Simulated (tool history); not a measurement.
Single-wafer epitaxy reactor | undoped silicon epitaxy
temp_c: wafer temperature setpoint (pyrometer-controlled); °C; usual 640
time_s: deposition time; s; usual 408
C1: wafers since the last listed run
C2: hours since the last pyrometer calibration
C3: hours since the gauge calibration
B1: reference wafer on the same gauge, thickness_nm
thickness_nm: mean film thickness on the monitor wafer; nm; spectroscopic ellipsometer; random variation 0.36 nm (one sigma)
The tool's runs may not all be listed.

run 1 hour=0 | temp_c=640 time_s=408 | C1=0 C2=1592 C3=145 | B1=62.595 | thickness_nm=71.831
run 2 hour=51 | temp_c=640 time_s=408 | C1=191 C2=1643 C3=196 | B1=62.54 | thickness_nm=72.651
run 3 hour=233 | temp_c=640 time_s=408 | C1=683 C2=1825 C3=378 | B1=62.512 | thickness_nm=72.564
run 4 hour=289.9 | temp_c=640 time_s=408 | C1=213 C2=1881.9 C3=434.9 | B1=62.734 | thickness_nm=72.895
run 5 hour=317.4 | temp_c=640 time_s=408 | C1=103 C2=1909.4 C3=462.4 | B1=62.673 | thickness_nm=72.199
run 6 hour=486.1 | temp_c=640 time_s=408 | C1=633 C2=2078.1 C3=631.1 | B1=62.56 | thickness_nm=72.615
-- hour=522.4 gauge calibrated
run 7 hour=540.5 | temp_c=640 time_s=408 | C1=204 C2=2132.5 C3=18.1 | B1=62.558 | thickness_nm=73.005
run 8 hour=573.2 | temp_c=630 time_s=461 | C1=122 C2=2165.2 C3=50.8 | B1=62.556 | thickness_nm=63.301
-- hour=669.6 pyrometer calibrated
run 9 hour=742.9 | temp_c=625 time_s=338 | C1=607 C2=73.3 C3=220.5 | B1=62.517 | thickness_nm=36.803
run 10 hour=788.3 | temp_c=640 time_s=408 | C1=170 C2=118.7 C3=265.9 | B1=62.67 | thickness_nm=65.474
run 11 hour=848.2 | temp_c=645 time_s=484 | C1=224 C2=178.6 C3=325.8 | B1=62.61 | thickness_nm=89.019
run 12 hour=880.8 | temp_c=640 time_s=408 | C1=122 C2=211.2 C3=358.4 | B1=62.719 | thickness_nm=66.442
run 13 hour=940.6 | temp_c=645 time_s=408 | C1=224 C2=271 C3=418.2 | B1=62.586 | thickness_nm=75.972
run 14 hour=1011.1 | temp_c=629 time_s=408 | C1=264 C2=341.5 C3=488.7 | B1=62.648 | thickness_nm=51.027

How the hidden state differs across the entries between the runs, from the last listed run before each to the first after it:
Between runs 6 and 7: gauge calibrated (hour 522.4)
  wafer temperature above the value expected at the setpoint (K): 5.21 -> 5.24
  measured less the result without the state, thickness_nm: +8.947 -> +9.043 nm
Between runs 8 and 9: pyrometer calibrated (hour 669.6)
  wafer temperature above the value expected at the setpoint (K): 5.26 -> 0.761
  measured less the result without the state, thickness_nm: +8.052 -> +0.731 nm

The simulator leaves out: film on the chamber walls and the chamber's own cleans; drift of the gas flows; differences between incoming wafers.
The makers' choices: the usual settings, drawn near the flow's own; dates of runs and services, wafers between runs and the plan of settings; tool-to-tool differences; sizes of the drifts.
